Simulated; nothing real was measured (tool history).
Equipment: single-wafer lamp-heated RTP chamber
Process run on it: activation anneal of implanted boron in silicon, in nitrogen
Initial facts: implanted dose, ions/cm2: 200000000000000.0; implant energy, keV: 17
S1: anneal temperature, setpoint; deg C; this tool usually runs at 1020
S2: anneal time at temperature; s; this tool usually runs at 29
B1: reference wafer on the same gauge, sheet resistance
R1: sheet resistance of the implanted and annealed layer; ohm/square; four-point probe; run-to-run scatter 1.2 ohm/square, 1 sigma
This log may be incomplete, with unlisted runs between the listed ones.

run   hour    S1  S2      B1      R1
  1      0  1020  29  382.59  449.46
  2   24.4  1020  29  382.78  450.93
  3   53.8  1020  29  383.06  449.97
  4   79.9  1020  29  383.17  452.01
  5  112.7   997  29  384.05  457.59
  6  138.6   997  29  384.18  457.66
  7  172.2   997  29  385.02   455.7
  8  207.3  1020  29  384.87  455.22
  9  235.3  1020  29  385.27  455.14
 10  248.9  1020  29  385.37  455.61
 11  348.5  1020  22  386.44  458.93
     357.4  -- reflector plate cleaned
     360.4  -- pyrometer window cleaned and pyrometer calibrated
 12  361.7  1020  22  386.39  455.78
 13    388  1020  29  386.83  459.31
 14  409.5  1020  29  387.31  457.19
     415.4  -- gauge calibrated
 15  427.1  1020  42     379  445.07
 16    458  1008  39  379.23  448.46
 17  477.2  1037  16  379.68  448.86
 18  498.9  1020  13  379.42  451.28
 19  517.4  1040  44  379.88  444.69
 20  535.3  1020  29  379.75  447.52
 21  588.9  1020  29  380.79  449.06
 22    616  1020  29  381.27  447.31
 23    651   996  40  381.51  451.92
 24  668.5   992  46  381.49  453.82
 25  694.2   993  43  381.86  453.58
 26  711.5  1020  29   382.2  451.53
 27  732.5   999  22   382.9  453.03
 28  817.1  1030  18   383.5  453.69
 29  846.7  1020  29  384.27  453.45

Branching from run 29: 5 alternative next runs. What would each branch give?
  A  847.1  1020  29   ?   ?
  B  847.1  1007  17   ?   ?
  C  847.1  1034  17   ?   ?
  D  847.1  1020  17   ?   ?
  E  847.1  1012  24   ?   ?

run      B1      R1
  A  384.25  452.65
  B  384.25  455.86
  C  384.25  452.94
  D  384.25   453.9
  E  384.25  454.02
Without the tool's unlogged condition, the same runs would have read:
run      R1
  A  444.66
  B  447.81
  C  444.94
  D  445.89
  E     446
